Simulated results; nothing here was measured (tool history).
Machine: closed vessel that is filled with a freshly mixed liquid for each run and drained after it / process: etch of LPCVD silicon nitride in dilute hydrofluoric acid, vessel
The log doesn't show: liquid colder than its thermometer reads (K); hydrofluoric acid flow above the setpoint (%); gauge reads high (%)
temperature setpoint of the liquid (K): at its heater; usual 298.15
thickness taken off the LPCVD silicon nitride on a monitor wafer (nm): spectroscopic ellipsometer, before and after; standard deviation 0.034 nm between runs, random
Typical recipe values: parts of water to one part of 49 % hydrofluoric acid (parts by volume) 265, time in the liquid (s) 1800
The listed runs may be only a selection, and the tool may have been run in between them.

| run | hour | temperature setpoint of the liquid (K) | parts of water to one part of 49 % hydrofluoric acid (parts by volume) | time in the liquid (s) | wafers since the last listed run | hours since the thermometer was replaced | hours since the hydrofluoric acid flow meter was replaced | hours since the gauge calibration | read-back film thickness of the LPCVD silicon nitride reference wafer, read on the same gauge (nm) | thickness taken off the LPCVD silicon nitride on a monitor wafer (nm) |
|---|---|---|---|---|---|---|---|---|---|---|
| 1 | 0 | 298.15 | 265 | 1800 | 0 | 436.8 | 1255.1 | 477.8 | 110.001 | 3.916 |
| 2 | 20.9 | 298.15 | 265 | 1800 | 1004 | 457.7 | 1276 | 498.7 | 110.007 | 3.787 |
| 3 | 34.4 | 298.15 | 265 | 1800 | 648 | 471.2 | 1289.5 | 512.2 | 110.008 | 3.831 |
| 4 | 58.1 | 298.15 | 265 | 1800 | 1139 | 494.9 | 1313.2 | 535.9 | 110.031 | 3.909 |
| 5 | 93 | 298.15 | 195 | 1800 | 1677 | 529.8 | 1348.1 | 570.8 | 110.008 | 5.186 |
| 6 | 111.3 | 298.15 | 195 | 1800 | 879 | 548.1 | 1366.4 | 589.1 | 109.982 | 5.233 |
| 7 | 143 | 298.15 | 195 | 1800 | 1523 | 579.8 | 1398.1 | 620.8 | 109.987 | 5.202 |
| 8 | 155.7 | 298.15 | 265 | 1800 | 610 | 592.5 | 1410.8 | 633.5 | 109.996 | 3.893 |
| 9 | 236.9 | 298.15 | 265 | 1800 | 3902 | 673.7 | 1492 | 714.7 | 109.989 | 3.83 |
| 10 | 250.6 | 298.15 | 265 | 1800 | 658 | 687.4 | 1505.7 | 728.4 | 110.013 | 3.774 |
| 11 | 273.9 | 298.15 | 265 | 1800 | 1119 | 710.7 | 1529 | 751.7 | 110.013 | 3.817 |
| 12 | 305.2 | 298.15 | 265 | 1800 | 1504 | 742 | 1560.3 | 783 | 109.989 | 3.81 |
| 13 | 324.5 | 298.15 | 265 | 1800 | 927 | 761.3 | 1579.6 | 802.3 | 109.998 | 3.831 |
| 14 | 347.7 | 298.15 | 265 | 1800 | 1115 | 784.5 | 1602.8 | 825.5 | 110.016 | 3.84 |
| 15 | 383.4 | 295.65 | 265 | 1395 | 1715 | 820.2 | 1638.5 | 861.2 | 109.989 | 2.489 |
|  | 388 | gauge calibrated |
| 16 | 411.8 | 298.15 | 155 | 1495 | 1365 | 848.6 | 1666.9 | 23.8 | 109.985 | 5.356 |
|  | 442.5 | thermometer replaced |
| 17 | 447.6 | 298.15 | 265 | 1800 | 1672 | 5.1 | 1702.7 | 59.6 | 109.987 | 4.088 |
| 18 | 460.3 | 293.15 | 140 | 1800 | 610 | 17.8 | 1715.4 | 72.3 | 110.003 | 5.586 |
| 19 | 477.2 | 295.65 | 300 | 1445 | 812 | 34.7 | 1732.3 | 89.2 | 110.013 | 2.489 |
| 20 | 493.1 | 298.15 | 265 | 1800 | 764 | 50.6 | 1748.2 | 105.1 | 110.003 | 4.038 |
|  | 514.5 | hydrofluoric acid flow meter replaced |
| 21 | 524.2 | 302.15 | 205 | 1800 | 1446 | 81.7 | 9.7 | 136.2 | 110.009 | 5.987 |
| 22 | 558.2 | 298.15 | 265 | 1090 | 1634 | 115.7 | 43.7 | 170.2 | 110.028 | 2.205 |
| 23 | 575.5 | 293.15 | 185 | 1800 | 831 | 133 | 61 | 187.5 | 110.008 | 3.737 |
| 24 | 598.4 | 295.15 | 265 | 2215 | 1100 | 155.9 | 83.9 | 210.4 | 110.012 | 3.746 |
| 25 | 618 | 298.15 | 265 | 2130 | 942 | 175.5 | 103.5 | 230 | 109.997 | 4.268 |
| 26 | 634.7 | 296.65 | 305 | 1800 | 802 | 192.2 | 120.2 | 246.7 | 110.004 | 2.883 |
| 27 | 650.1 | 294.15 | 265 | 1800 | 740 | 207.6 | 135.6 | 262.1 | 110.014 | 2.858 |
| 28 | 668.7 | 298.15 | 265 | 1800 | 893 | 226.2 | 154.2 | 280.7 | 109.978 | 3.59 |
| 29 | 750 | 298.15 | 265 | 1800 | 3907 | 307.5 | 235.5 | 362 | 110.031 | 3.624 |
| 30 | 765.8 | 298.15 | 265 | 1800 | 759 | 323.3 | 251.3 | 377.8 | 109.985 | 3.683 |
| 31 | 798.1 | 303.15 | 265 | 1800 | 1552 | 355.6 | 283.6 | 410.1 | 110.03 | 4.911 |
| 32 | 828.6 | 298.15 | 265 | 1800 | 1465 | 386.1 | 314.1 | 440.6 | 110.01 | 3.59 |

Forecast each of these 4 alternatives for the next run:
| A | 829.7 | 298.15 | 265 | 1800 | 52 | 387.2 | 315.2 | 441.7 | ? | ? |
| B | 829.7 | 296.65 | 365 | 1345 | 52 | 387.2 | 315.2 | 441.7 | ? | ? |
| C | 829.7 | 298.15 | 215 | 1175 | 52 | 387.2 | 315.2 | 441.7 | ? | ? |
| D | 829.7 | 303.15 | 175 | 1800 | 52 | 387.2 | 315.2 | 441.7 | ? | ? |

| run | read-back film thickness of the LPCVD silicon nitride reference wafer, read on the same gauge (nm) | thickness taken off the LPCVD silicon nitride on a monitor wafer (nm) |
|---|---|---|
| A | 109.987 | 3.621 |
| B | 109.987 | 1.799 |
| C | 109.987 | 2.909 |
| D | 109.987 | 7.465 |
Stripped of hidden state, with their random variation kept, the same runs would have yielded:
| run | thickness taken off the LPCVD silicon nitride on a monitor wafer (nm) |
|---|---|
| A | 3.69 |
| B | 1.832 |
| C | 2.966 |
| D | 7.599 |
